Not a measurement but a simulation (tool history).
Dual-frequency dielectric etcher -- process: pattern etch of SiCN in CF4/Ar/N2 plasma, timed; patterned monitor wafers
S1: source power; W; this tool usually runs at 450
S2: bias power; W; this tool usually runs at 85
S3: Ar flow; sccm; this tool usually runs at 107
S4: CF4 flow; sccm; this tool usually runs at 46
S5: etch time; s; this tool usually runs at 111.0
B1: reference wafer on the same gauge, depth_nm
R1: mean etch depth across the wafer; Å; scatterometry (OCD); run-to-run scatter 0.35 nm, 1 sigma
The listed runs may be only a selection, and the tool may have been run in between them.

run	hour	S1	S2	S3	S4	S5	B1	R1
1	0.0	450	85	128	46	111.0	84.4	840
2	9.8	450	85	107	46	87.0	84.4	689
3	15.9	450	85	107	46	87.0	84.3	687
4	29.9	450	85	107	46	87.0	84.2	685
5	47.5	450	85	107	46	111.0	84.3	876
6	60.1	450	85	107	46	111.0	84.4	868
# hour 92.0: wet clean of the chamber
7	92.5	450	85	107	46	111.0	84.4	877
8	92.9	450	85	107	46	111.0	84.4	873
9	101.9	450	85	107	46	111.0	84.6	873
# hour 124.1: Ar flow controller replaced
10	124.6	450	85	107	46	111.0	84.3	874
# hour 126.3: gauge calibrated
# hour 129.4: bias power generator calibrated
# hour 142.3: source power generator calibrated
# hour 150.4: upper electrode replaced
# hour 152.6: CF4 flow controller replaced
11	153.1	450	76	107	46	111.0	84.4	841
12	153.4	450	85	107	46	142.0	84.5	1114
13	153.8	450	85	129	46	111.0	84.4	834
14	170.0	450	92	107	41	111.0	84.6	894
15	176.6	360	85	107	37	111.0	84.4	673
16	186.7	370	85	107	36	111.0	84.3	691
17	194.3	450	85	107	46	111.0	84.5	869
18	201.5	450	74	95	46	111.0	84.4	847

Consider 5 possible next runs. They are alternatives, not a sequence: every one starts from the tool as it was left by run 18. What does each give?
A	201.9	450	65	107	46	111.0	?	?
B	201.9	410	68	107	46	111.0	?	?
C	201.9	520	77	107	49	81.5	?	?
D	201.9	480	85	107	50	111.0	?	?
E	201.9	510	85	118	46	111.0	?	?

run	B1	R1
A	84.5	782
B	84.5	722
C	84.5	719
D	84.5	942
E	84.5	970
Had the tool no hidden state, the same runs would have come out as:
run	R1
A	782
B	722
C	719
D	942
E	970
